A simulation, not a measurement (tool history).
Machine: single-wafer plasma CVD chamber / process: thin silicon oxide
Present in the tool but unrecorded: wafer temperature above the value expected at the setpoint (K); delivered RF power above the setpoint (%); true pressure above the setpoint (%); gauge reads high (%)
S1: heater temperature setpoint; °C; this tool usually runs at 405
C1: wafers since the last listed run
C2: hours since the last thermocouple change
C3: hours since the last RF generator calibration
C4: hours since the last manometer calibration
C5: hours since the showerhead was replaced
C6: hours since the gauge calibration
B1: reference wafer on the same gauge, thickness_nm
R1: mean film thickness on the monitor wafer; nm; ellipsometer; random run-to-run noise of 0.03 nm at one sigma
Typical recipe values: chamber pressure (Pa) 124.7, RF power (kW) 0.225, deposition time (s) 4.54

run 1 hour=0 | S1=405 chamber_pressure_(Pa)=124.7 RF_power_(kW)=0.225 deposition_time_(s)=4.54 | C1=0 C2=1453.9 C3=835.9 C4=1406.3 C5=5195.7 C6=414.8 | B1=7.998 | R1=8.013
run 2 hour=21.4 | S1=405 chamber_pressure_(Pa)=124.7 RF_power_(kW)=0.225 deposition_time_(s)=4.54 | C1=927 C2=1475.3 C3=857.3 C4=1427.7 C5=5217.1 C6=436.2 | B1=7.993 | R1=8.016
run 3 hour=39.9 | S1=405 chamber_pressure_(Pa)=124.7 RF_power_(kW)=0.225 deposition_time_(s)=4.54 | C1=801 C2=1493.8 C3=875.8 C4=1446.2 C5=5235.6 C6=454.7 | B1=7.989 | R1=8.004
run 4 hour=56.4 | S1=405 chamber_pressure_(Pa)=124.7 RF_power_(kW)=0.225 deposition_time_(s)=4.54 | C1=715 C2=1510.3 C3=892.3 C4=1462.7 C5=5252.1 C6=471.2 | B1=7.985 | R1=7.994
run 5 hour=90.1 | S1=405 chamber_pressure_(Pa)=124.7 RF_power_(kW)=0.225 deposition_time_(s)=4.54 | C1=1460 C2=1544 C3=926 C4=1496.4 C5=5285.8 C6=504.9 | B1=7.966 | R1=7.984
run 6 hour=116.1 | S1=405 chamber_pressure_(Pa)=124.7 RF_power_(kW)=0.225 deposition_time_(s)=4.54 | C1=1126 C2=1570 C3=952 C4=1522.4 C5=5311.8 C6=530.9 | B1=7.969 | R1=7.953
run 7 hour=151.7 | S1=405 chamber_pressure_(Pa)=124.7 RF_power_(kW)=0.225 deposition_time_(s)=4.54 | C1=1543 C2=1605.6 C3=987.6 C4=1558 C5=5347.4 C6=566.5 | B1=7.948 | R1=8.004
-- hour=160 RF generator calibrated
run 8 hour=181.6 | S1=405 chamber_pressure_(Pa)=155.3 RF_power_(kW)=0.19 deposition_time_(s)=4.54 | C1=949 C2=1635.5 C3=21.6 C4=1587.9 C5=5377.3 C6=596.4 | B1=7.941 | R1=9.064
run 9 hour=206 | S1=405 chamber_pressure_(Pa)=151.7 RF_power_(kW)=0.225 deposition_time_(s)=5.4 | C1=1057 C2=1659.9 C3=46 C4=1612.3 C5=5401.7 C6=620.8 | B1=7.936 | R1=11.021
run 10 hour=226.6 | S1=405 chamber_pressure_(Pa)=124.7 RF_power_(kW)=0.255 deposition_time_(s)=4.54 | C1=892 C2=1680.5 C3=66.6 C4=1632.9 C5=5422.3 C6=641.4 | B1=7.921 | R1=8.224
run 11 hour=242.3 | S1=411 chamber_pressure_(Pa)=124.7 RF_power_(kW)=0.185 deposition_time_(s)=4.54 | C1=680 C2=1696.2 C3=82.3 C4=1648.6 C5=5438 C6=657.1 | B1=7.913 | R1=7.475
run 12 hour=274.8 | S1=405 chamber_pressure_(Pa)=124.7 RF_power_(kW)=0.265 deposition_time_(s)=4.54 | C1=1408 C2=1728.7 C3=114.8 C4=1681.1 C5=5470.5 C6=689.6 | B1=7.912 | R1=8.292
run 13 hour=303 | S1=405 chamber_pressure_(Pa)=124.7 RF_power_(kW)=0.225 deposition_time_(s)=4.54 | C1=1222 C2=1756.9 C3=143 C4=1709.3 C5=5498.7 C6=717.8 | B1=7.9 | R1=7.933
run 14 hour=318 | S1=405 chamber_pressure_(Pa)=150.8 RF_power_(kW)=0.205 deposition_time_(s)=4.54 | C1=650 C2=1771.9 C3=158 C4=1724.3 C5=5513.7 C6=732.8 | B1=7.903 | R1=8.973
-- hour=339 showerhead replaced
run 15 hour=339.5 | S1=405 chamber_pressure_(Pa)=124.7 RF_power_(kW)=0.225 deposition_time_(s)=4.54 | C1=585 C2=1793.4 C3=179.5 C4=1745.8 C5=0.5 C6=754.3 | B1=7.896 | R1=7.94
run 16 hour=360.8 | S1=405 chamber_pressure_(Pa)=124.7 RF_power_(kW)=0.235 deposition_time_(s)=4.54 | C1=923 C2=1814.7 C3=200.8 C4=1767.1 C5=21.8 C6=775.6 | B1=7.886 | R1=7.996
-- hour=377 thermocouple changed; heater temperature recalibrated
run 17 hour=377.5 | S1=418 chamber_pressure_(Pa)=97.5 RF_power_(kW)=0.225 deposition_time_(s)=4.96 | C1=377 C2=0.5 C3=217.5 C4=1783.8 C5=38.5 C6=792.3 | B1=7.875 | R1=6.554
-- hour=381.6 gauge calibrated
run 18 hour=400.1 | S1=417 chamber_pressure_(Pa)=114.9 RF_power_(kW)=0.27 deposition_time_(s)=3.91 | C1=979 C2=23.1 C3=240.1 C4=1806.4 C5=61.1 C6=18.5 | B1=8.092 | R1=6.731
-- hour=415.6 capacitance manometer re-zeroed and calibrated
run 19 hour=431.5 | S1=405 chamber_pressure_(Pa)=124.7 RF_power_(kW)=0.225 deposition_time_(s)=4.54 | C1=1014 C2=54.5 C3=271.5 C4=15.9 C5=92.5 C6=49.9 | B1=8.084 | R1=8.123
run 20 hour=463.8 | S1=405 chamber_pressure_(Pa)=105.9 RF_power_(kW)=0.235 deposition_time_(s)=4.54 | C1=1399 C2=86.8 C3=303.8 C4=48.2 C5=124.8 C6=82.2 | B1=8.077 | R1=6.908
run 21 hour=488.5 | S1=405 chamber_pressure_(Pa)=124.7 RF_power_(kW)=0.225 deposition_time_(s)=4.54 | C1=1070 C2=111.5 C3=328.5 C4=72.9 C5=149.5 C6=106.9 | B1=8.07 | R1=8.063
run 22 hour=516 | S1=396 chamber_pressure_(Pa)=102.3 RF_power_(kW)=0.225 deposition_time_(s)=4.54 | C1=1191 C2=139 C3=356 C4=100.4 C5=177 C6=134.4 | B1=8.057 | R1=6.588
run 23 hour=549.5 | S1=405 chamber_pressure_(Pa)=124.7 RF_power_(kW)=0.225 deposition_time_(s)=4.54 | C1=1452 C2=172.5 C3=389.5 C4=133.9 C5=210.5 C6=167.9 | B1=8.043 | R1=8.062
run 24 hour=638.1 | S1=405 chamber_pressure_(Pa)=124.7 RF_power_(kW)=0.19 deposition_time_(s)=4.84 | C1=3840 C2=261.1 C3=478.1 C4=222.5 C5=299.1 C6=256.5 | B1=8.015 | R1=8.144
run 25 hour=663.2 | S1=405 chamber_pressure_(Pa)=124.7 RF_power_(kW)=0.225 deposition_time_(s)=4.54 | C1=1087 C2=286.2 C3=503.2 C4=247.6 C5=324.2 C6=281.6 | B1=8.011 | R1=8.005
run 26 hour=685.5 | S1=405 chamber_pressure_(Pa)=124.7 RF_power_(kW)=0.18 deposition_time_(s)=4.9 | C1=966 C2=308.5 C3=525.5 C4=269.9 C5=346.5 C6=303.9 | B1=7.999 | R1=8.096
run 27 hour=720.2 | S1=401 chamber_pressure_(Pa)=115.6 RF_power_(kW)=0.225 deposition_time_(s)=5.4 | C1=1504 C2=343.2 C3=560.2 C4=304.6 C5=381.2 C6=338.6 | B1=7.989 | R1=8.858
run 28 hour=821.3 | S1=405 chamber_pressure_(Pa)=154.9 RF_power_(kW)=0.27 deposition_time_(s)=4.54 | C1=4382 C2=444.3 C3=661.3 C4=405.7 C5=482.3 C6=439.7 | B1=7.956 | R1=9.915

What if the next run were any one of these 5? Each begins from the tool's condition after run 28:
run A hour=821.7 | S1=405 chamber_pressure_(Pa)=104.1 RF_power_(kW)=0.225 deposition_time_(s)=4.54 | C1=17 C2=444.7 C3=661.7 C4=406.1 C5=482.7 C6=440.1 | B1=? | R1=?
run B hour=821.7 | S1=414 chamber_pressure_(Pa)=106.7 RF_power_(kW)=0.225 deposition_time_(s)=4.54 | C1=17 C2=444.7 C3=661.7 C4=406.1 C5=482.7 C6=440.1 | B1=? | R1=?
run C hour=821.7 | S1=401 chamber_pressure_(Pa)=124.7 RF_power_(kW)=0.225 deposition_time_(s)=4.54 | C1=17 C2=444.7 C3=661.7 C4=406.1 C5=482.7 C6=440.1 | B1=? | R1=?
run D hour=821.7 | S1=405 chamber_pressure_(Pa)=146.1 RF_power_(kW)=0.225 deposition_time_(s)=4.54 | C1=17 C2=444.7 C3=661.7 C4=406.1 C5=482.7 C6=440.1 | B1=? | R1=?
run E hour=821.7 | S1=420 chamber_pressure_(Pa)=124.7 RF_power_(kW)=0.225 deposition_time_(s)=4.54 | C1=17 C2=444.7 C3=661.7 C4=406.1 C5=482.7 C6=440.1 | B1=? | R1=?

run=A B1=7.959 R1=6.608
run=B B1=7.959 R1=6.743
run=C B1=7.959 R1=7.982
run=D B1=7.959 R1=9.041
run=E B1=7.959 R1=7.87
With no hidden state in the tool, these same runs would have given:
run=A R1=6.719
run=B R1=6.857
run=C R1=8.116
run=D R1=9.193
run=E R1=8.003
